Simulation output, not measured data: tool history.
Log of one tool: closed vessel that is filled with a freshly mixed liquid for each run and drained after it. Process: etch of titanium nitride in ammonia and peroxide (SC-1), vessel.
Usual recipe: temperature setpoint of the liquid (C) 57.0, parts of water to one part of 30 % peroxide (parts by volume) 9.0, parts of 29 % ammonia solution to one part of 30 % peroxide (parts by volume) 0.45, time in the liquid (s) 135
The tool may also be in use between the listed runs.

run,day,temperature setpoint of the liquid (C),parts of water to one part of 30 % peroxide (parts by volume),parts of 29 % ammonia solution to one part of 30 % peroxide (parts by volume),time in the liquid (s),"read-back film thickness of the titanium nitride reference wafer, read on the same gauge (nm)",thickness taken off the titanium nitride on a monitor wafer (Å)
1,0.000,57.0,9.0,0.45,135,110.01,219.6
# day 1.104: ammonia flow meter replaced
2,2.008,57.0,9.0,0.45,135,109.99,220.0
3,4.679,57.0,9.0,0.45,135,110.01,216.6
4,6.796,57.0,9.0,0.45,135,109.99,222.5
5,9.167,57.0,9.0,0.45,135,110.00,223.2
# day 13.817: thermometer replaced
6,16.104,57.0,9.0,0.55,90,109.99,151.0
7,17.721,57.0,9.0,0.45,135,109.99,223.3
8,19.600,57.0,9.0,0.45,135,109.97,220.2
9,20.862,57.0,9.0,0.30,190,109.99,290.0
10,22.767,57.0,8.0,0.45,100,110.01,173.6
11,24.062,57.0,9.0,0.45,135,110.01,219.0
12,25.346,57.0,9.0,0.60,135,110.02,234.9
# day 26.200: ammonia flow meter replaced
13,26.438,57.0,9.0,0.50,135,109.99,228.4
14,28.375,48.5,9.0,0.45,190,110.00,172.6
15,31.038,57.0,9.0,0.45,135,109.99,224.5
16,32.321,57.0,7.5,0.45,100,110.00,180.8
17,35.283,57.0,9.0,0.45,135,110.00,226.1
18,36.792,57.0,9.0,0.60,55,110.00,94.5
19,37.821,57.0,9.0,0.45,135,109.99,222.5

Run 20 comes next. What will it give?
# day 38.133: new drum of ammonia solution connected
20,39.938,57.0,9.0,0.45,160,?,?

{"run 20": {"read-back film thickness of the titanium nitride reference wafer, read on the same gauge (nm)": 110.0, "thickness taken off the titanium nitride on a monitor wafer (Å)": 262.6}}
Take away the tool's hidden state, keep the run-to-run variation as it was, and the same run would have given thickness taken off the titanium nitride on a monitor wafer (Å) 262.6.

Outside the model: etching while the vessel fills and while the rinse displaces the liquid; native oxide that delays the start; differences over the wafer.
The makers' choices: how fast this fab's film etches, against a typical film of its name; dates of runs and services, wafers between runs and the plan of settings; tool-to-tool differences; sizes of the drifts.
